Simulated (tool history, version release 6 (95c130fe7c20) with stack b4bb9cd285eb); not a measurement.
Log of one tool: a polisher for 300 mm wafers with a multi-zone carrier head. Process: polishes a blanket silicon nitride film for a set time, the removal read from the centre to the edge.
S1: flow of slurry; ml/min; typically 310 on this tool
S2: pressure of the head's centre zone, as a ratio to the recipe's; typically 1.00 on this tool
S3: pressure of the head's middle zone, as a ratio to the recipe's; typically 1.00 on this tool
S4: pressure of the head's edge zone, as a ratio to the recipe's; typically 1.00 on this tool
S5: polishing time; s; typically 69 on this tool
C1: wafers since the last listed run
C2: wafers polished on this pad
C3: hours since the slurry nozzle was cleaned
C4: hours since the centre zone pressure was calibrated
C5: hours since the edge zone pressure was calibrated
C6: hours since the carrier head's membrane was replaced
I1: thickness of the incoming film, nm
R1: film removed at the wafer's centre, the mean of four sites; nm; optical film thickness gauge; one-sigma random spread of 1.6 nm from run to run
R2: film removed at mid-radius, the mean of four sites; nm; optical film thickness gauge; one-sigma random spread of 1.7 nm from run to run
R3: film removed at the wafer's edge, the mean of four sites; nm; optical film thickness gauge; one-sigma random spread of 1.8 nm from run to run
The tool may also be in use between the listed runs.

Run 1, day 0.000: usual settings but S3 1.04; C1 0; C2 153; C3 53.3; C4 12.9; C5 1105.3; C6 797.5; I1 832.3. Result: R1 124.8 nm, R2 125.4 nm, R3 122.0 nm.
Run 2, day 1.296: usual settings; C1 376; C2 529; C3 84.4; C4 44.0; C5 1136.4; C6 828.6; I1 811.3. Result: R1 122.2 nm, R2 120.4 nm, R3 119.3 nm.
Run 3, day 2.425: usual settings but S4 1.06; C1 328; C2 857; C3 111.5; C4 71.1; C5 1163.5; C6 855.7; I1 811.6. Result: R1 122.2 nm, R2 119.2 nm, R3 124.0 nm.
Run 4, day 2.983: usual settings but S3 0.91, S5 46 s; C1 162; C2 1020; C3 124.9; C4 84.5; C5 1176.9; C6 869.1; I1 813.6. Result: R1 84.5 nm, R2 73.3 nm, R3 78.6 nm.
At day 3.625: carrier head's membrane replaced by a new one.
Run 5, day 4.008: usual settings but S1 395 ml/min, S3 0.89, S5 45 s; C1 237; C2 1257; C3 149.5; C4 109.1; C5 1201.5; C6 9.2; I1 819.1. Result: R1 81.1 nm, R2 72.6 nm, R3 76.3 nm.
Run 6, day 4.838: usual settings but S1 355 ml/min, S2 0.91, S3 1.05, S4 0.94; C1 240; C2 1498; C3 169.4; C4 129.0; C5 1221.4; C6 29.1; I1 829.8. Result: R1 115.8 nm, R2 125.7 nm, R3 111.9 nm.
Run 7, day 6.308: usual settings; C1 427; C2 1925; C3 204.7; C4 164.3; C5 1256.7; C6 64.4; I1 830.2. Result: R1 119.8 nm, R2 115.5 nm, R3 112.0 nm.
At day 7.079: edge zone pressure recalibrated.
Run 8, day 7.429: usual settings but S2 1.07, S5 87 s; C1 301; C2 2226; C3 231.6; C4 191.2; C5 8.4; C6 91.3; I1 829.4. Result: R1 164.5 nm, R2 137.9 nm, R3 139.3 nm.
At day 7.858: slurry nozzle cleaned.
At day 10.208: worn pad replaced by a new one.
Run 9, day 10.896: usual settings but S3 1.10, S5 55 s; C1 946; C2 199; C3 72.9; C4 274.4; C5 91.6; C6 174.5; I1 810.4. Result: R1 107.9 nm, R2 106.2 nm, R3 95.6 nm.
Run 10, day 12.054: usual settings but S3 1.06; C1 336; C2 535; C3 100.7; C4 302.2; C5 119.4; C6 202.3; I1 806.9. Result: R1 132.9 nm, R2 126.4 nm, R3 122.0 nm.
Run 11, day 13.167: usual settings but S4 0.89; C1 323; C2 858; C3 127.4; C4 328.9; C5 146.1; C6 229.0; I1 817.9. Result: R1 134.5 nm, R2 118.9 nm, R3 112.3 nm.
Run 12, day 14.042: usual settings; C1 254; C2 1113; C3 148.4; C4 349.9; C5 167.1; C6 250.0; I1 831.8. Result: R1 133.3 nm, R2 120.2 nm, R3 117.8 nm.
Run 13, day 15.450: usual settings; C1 409; C2 1522; C3 182.2; C4 383.7; C5 200.9; C6 283.8; I1 817.4. Result: R1 132.4 nm, R2 116.0 nm, R3 113.5 nm.
Run 14, day 16.146: usual settings; C1 202; C2 1724; C3 198.9; C4 400.4; C5 217.6; C6 300.5; I1 833.8. Result: R1 131.0 nm, R2 112.2 nm, R3 113.8 nm.
At day 17.529: slurry nozzle cleaned.
At day 17.812: centre zone pressure recalibrated.
Run 15, day 19.717: usual settings but S2 0.91, S3 0.92, S4 0.89, S5 49 s; C1 1001; C2 2725; C3 52.5; C4 45.7; C5 303.3; C6 386.2; I1 815.5. Result: R1 70.9 nm, R2 71.0 nm, R3 71.8 nm.
At day 20.142: worn pad replaced by a new one.
Run 16, day 20.250: usual settings; C1 106; C2 32; C3 65.3; C4 58.5; C5 316.1; C6 399.0; I1 819.2. Result: R1 123.9 nm, R2 118.7 nm, R3 118.0 nm.
Run 17, day 21.238: usual settings but S2 0.95, S4 1.04; C1 286; C2 318; C3 89.0; C4 82.2; C5 339.8; C6 422.7; I1 828.2. Result: R1 120.8 nm, R2 120.2 nm, R3 120.6 nm.
Run 18, day 22.454: usual settings but S2 0.90, S3 0.94, S4 1.05; C1 353; C2 672; C3 118.2; C4 111.4; C5 369.0; C6 451.9; I1 821.4. Result: R1 110.2 nm, R2 113.4 nm, R3 123.0 nm.
Run 19, day 23.817: usual settings but S2 1.04; C1 395; C2 1068; C3 150.9; C4 144.1; C5 401.7; C6 484.6; I1 817.8. Result: R1 132.1 nm, R2 118.7 nm, R3 113.1 nm.
Run 20, day 24.721: usual settings; C1 262; C2 1330; C3 172.6; C4 165.8; C5 423.4; C6 506.3; I1 812.4. Result: R1 126.0 nm, R2 120.9 nm, R3 119.7 nm.
Run 21, day 26.217: usual settings but S1 380 ml/min; C1 434; C2 1765; C3 208.5; C4 201.7; C5 459.3; C6 542.2; I1 827.7. Result: R1 126.0 nm, R2 117.8 nm, R3 114.5 nm.

Below are 5 alternative next runs, each starting from the tool's condition after run 21. Predict each:
Run A, day 26.233: usual settings but S1 275 ml/min; C1 4; C2 1770; C3 208.9; C4 202.1; C5 459.7; C6 542.6; I1 837.2. Result: R1 ?, R2 ?, R3 ?.
Run B, day 26.233: usual settings but S2 1.04, S3 0.89, S5 52 s; C1 4; C2 1770; C3 208.9; C4 202.1; C5 459.7; C6 542.6; I1 837.2. Result: R1 ?, R2 ?, R3 ?.
Run C, day 26.233: usual settings but S3 0.92; C1 4; C2 1770; C3 208.9; C4 202.1; C5 459.7; C6 542.6; I1 837.2. Result: R1 ?, R2 ?, R3 ?.
Run D, day 26.233: usual settings but S1 225 ml/min, S2 1.04, S5 51 s; C1 4; C2 1770; C3 208.9; C4 202.1; C5 459.7; C6 542.6; I1 837.2. Result: R1 ?, R2 ?, R3 ?.
Run E, day 26.233: usual settings but S2 0.97, S5 62 s; C1 4; C2 1770; C3 208.9; C4 202.1; C5 459.7; C6 542.6; I1 837.2. Result: R1 ?, R2 ?, R3 ?.

run     R1     R2     R3
  A  122.4  114.8  113.0
  B   96.8   79.7   85.8
  C  123.5  108.5  113.8
  D   92.6   83.6   82.6
  E  107.7  104.0  102.2
With the hidden condition removed and each run's random variation left untouched, the same runs would have given:
run     R1     R2     R3
  A  123.8  122.0  120.0
  B   97.8   84.7   91.1
  C  124.8  115.3  120.9
  D   93.7   88.9   87.8
  E  108.8  110.5  108.5

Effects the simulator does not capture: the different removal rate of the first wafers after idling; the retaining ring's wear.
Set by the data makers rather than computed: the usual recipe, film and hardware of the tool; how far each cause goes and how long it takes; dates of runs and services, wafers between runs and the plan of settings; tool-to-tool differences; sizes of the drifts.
